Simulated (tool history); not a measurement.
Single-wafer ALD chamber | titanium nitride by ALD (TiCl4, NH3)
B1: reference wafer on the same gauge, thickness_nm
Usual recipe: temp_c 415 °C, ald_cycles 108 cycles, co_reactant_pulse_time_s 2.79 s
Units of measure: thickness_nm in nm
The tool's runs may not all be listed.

run 1 hour=0.0 | temp_c=415 ald_cycles=108 co_reactant_pulse_time_s=2.79 | B1=2.718 | thickness_nm=2.457
run 2 hour=55.2 | temp_c=415 ald_cycles=108 co_reactant_pulse_time_s=2.79 | B1=2.718 | thickness_nm=2.452
run 3 hour=127.1 | temp_c=415 ald_cycles=108 co_reactant_pulse_time_s=2.79 | B1=2.719 | thickness_nm=2.444
run 4 hour=232.8 | temp_c=415 ald_cycles=108 co_reactant_pulse_time_s=2.79 | B1=2.723 | thickness_nm=2.453
run 5 hour=284.7 | temp_c=415 ald_cycles=108 co_reactant_pulse_time_s=3.54 | B1=2.724 | thickness_nm=2.472
run 6 hour=321.9 | temp_c=415 ald_cycles=108 co_reactant_pulse_time_s=2.79 | B1=2.726 | thickness_nm=2.465
run 7 hour=374.5 | temp_c=415 ald_cycles=108 co_reactant_pulse_time_s=2.79 | B1=2.726 | thickness_nm=2.460
run 8 hour=437.0 | temp_c=412 ald_cycles=108 co_reactant_pulse_time_s=2.79 | B1=2.730 | thickness_nm=2.455
run 9 hour=536.7 | temp_c=415 ald_cycles=114 co_reactant_pulse_time_s=2.50 | B1=2.732 | thickness_nm=2.593
run 10 hour=575.3 | temp_c=415 ald_cycles=114 co_reactant_pulse_time_s=2.50 | B1=2.731 | thickness_nm=2.589
run 11 hour=619.7 | temp_c=415 ald_cycles=108 co_reactant_pulse_time_s=3.26 | B1=2.732 | thickness_nm=2.479
run 12 hour=701.6 | temp_c=415 ald_cycles=108 co_reactant_pulse_time_s=3.26 | B1=2.733 | thickness_nm=2.474
run 13 hour=764.6 | temp_c=415 ald_cycles=108 co_reactant_pulse_time_s=3.26 | B1=2.737 | thickness_nm=2.484
run 14 hour=958.9 | temp_c=415 ald_cycles=114 co_reactant_pulse_time_s=3.66 | B1=2.744 | thickness_nm=2.626
run 15 hour=1064.2 | temp_c=415 ald_cycles=114 co_reactant_pulse_time_s=3.66 | B1=2.749 | thickness_nm=2.634
run 16 hour=1103.8 | temp_c=415 ald_cycles=114 co_reactant_pulse_time_s=3.66 | B1=2.746 | thickness_nm=2.629
run 17 hour=1144.7 | temp_c=415 ald_cycles=108 co_reactant_pulse_time_s=2.79 | B1=2.753 | thickness_nm=2.479
-- hour=1207.0 thermocouple changed; heater temperature recalibrated
run 18 hour=1238.3 | temp_c=415 ald_cycles=108 co_reactant_pulse_time_s=2.79 | B1=2.754 | thickness_nm=2.489
run 19 hour=1324.1 | temp_c=423 ald_cycles=108 co_reactant_pulse_time_s=3.48 | B1=2.760 | thickness_nm=2.500
run 20 hour=1425.8 | temp_c=401 ald_cycles=89 co_reactant_pulse_time_s=2.79 | B1=2.764 | thickness_nm=2.048
-- hour=1450.1 showerhead replaced
run 21 hour=1463.6 | temp_c=412 ald_cycles=108 co_reactant_pulse_time_s=3.11 | B1=2.766 | thickness_nm=2.495
run 22 hour=1619.0 | temp_c=411 ald_cycles=108 co_reactant_pulse_time_s=3.72 | B1=2.776 | thickness_nm=2.511
-- hour=1620.1 gauge calibrated
run 23 hour=1721.1 | temp_c=426 ald_cycles=95 co_reactant_pulse_time_s=1.88 | B1=2.704 | thickness_nm=2.130
run 24 hour=1823.3 | temp_c=415 ald_cycles=108 co_reactant_pulse_time_s=3.72 | B1=2.702 | thickness_nm=2.446
run 25 hour=1868.2 | temp_c=415 ald_cycles=108 co_reactant_pulse_time_s=2.79 | B1=2.706 | thickness_nm=2.431
run 26 hour=1953.9 | temp_c=415 ald_cycles=108 co_reactant_pulse_time_s=2.79 | B1=2.707 | thickness_nm=2.440
run 27 hour=2051.4 | temp_c=415 ald_cycles=108 co_reactant_pulse_time_s=2.79 | B1=2.706 | thickness_nm=2.448
run 28 hour=2127.3 | temp_c=407 ald_cycles=99 co_reactant_pulse_time_s=2.23 | B1=2.705 | thickness_nm=2.216
run 29 hour=2195.2 | temp_c=415 ald_cycles=108 co_reactant_pulse_time_s=2.79 | B1=2.708 | thickness_nm=2.443
run 30 hour=2238.1 | temp_c=409 ald_cycles=108 co_reactant_pulse_time_s=2.79 | B1=2.710 | thickness_nm=2.442
run 31 hour=2313.6 | temp_c=415 ald_cycles=126 co_reactant_pulse_time_s=2.79 | B1=2.708 | thickness_nm=2.851
run 32 hour=2400.6 | temp_c=415 ald_cycles=108 co_reactant_pulse_time_s=2.79 | B1=2.708 | thickness_nm=2.434
run 33 hour=2448.6 | temp_c=415 ald_cycles=108 co_reactant_pulse_time_s=2.79 | B1=2.709 | thickness_nm=2.439
run 34 hour=2485.2 | temp_c=415 ald_cycles=101 co_reactant_pulse_time_s=3.35 | B1=2.712 | thickness_nm=2.295
run 35 hour=2582.4 | temp_c=410 ald_cycles=113 co_reactant_pulse_time_s=2.47 | B1=2.713 | thickness_nm=2.544
run 36 hour=2651.0 | temp_c=403 ald_cycles=108 co_reactant_pulse_time_s=2.11 | B1=2.715 | thickness_nm=2.410
run 37 hour=2709.9 | temp_c=408 ald_cycles=87 co_reactant_pulse_time_s=2.79 | B1=2.716 | thickness_nm=1.968
run 38 hour=2760.7 | temp_c=415 ald_cycles=108 co_reactant_pulse_time_s=2.79 | B1=2.716 | thickness_nm=2.445
run 39 hour=2810.7 | temp_c=425 ald_cycles=127 co_reactant_pulse_time_s=2.79 | B1=2.720 | thickness_nm=2.883
run 40 hour=2927.1 | temp_c=420 ald_cycles=98 co_reactant_pulse_time_s=2.79 | B1=2.719 | thickness_nm=2.233

Below are 4 alternative next runs, each starting from the tool's condition after run 40. Predict each:
run A hour=2927.8 | temp_c=415 ald_cycles=128 co_reactant_pulse_time_s=2.79 | B1=? | thickness_nm=?
run B hour=2927.8 | temp_c=404 ald_cycles=108 co_reactant_pulse_time_s=2.79 | B1=? | thickness_nm=?
run C hour=2927.8 | temp_c=415 ald_cycles=92 co_reactant_pulse_time_s=2.79 | B1=? | thickness_nm=?
run D hour=2927.8 | temp_c=422 ald_cycles=95 co_reactant_pulse_time_s=3.20 | B1=? | thickness_nm=?

run=A B1=2.721 thickness_nm=2.921
run=B B1=2.721 thickness_nm=2.458
run=C B1=2.721 thickness_nm=2.099
run=D B1=2.721 thickness_nm=2.179
Without the tool's hidden state the same runs would have given:
run=A thickness_nm=2.908
run=B thickness_nm=2.448
run=C thickness_nm=2.090
run=D thickness_nm=2.169
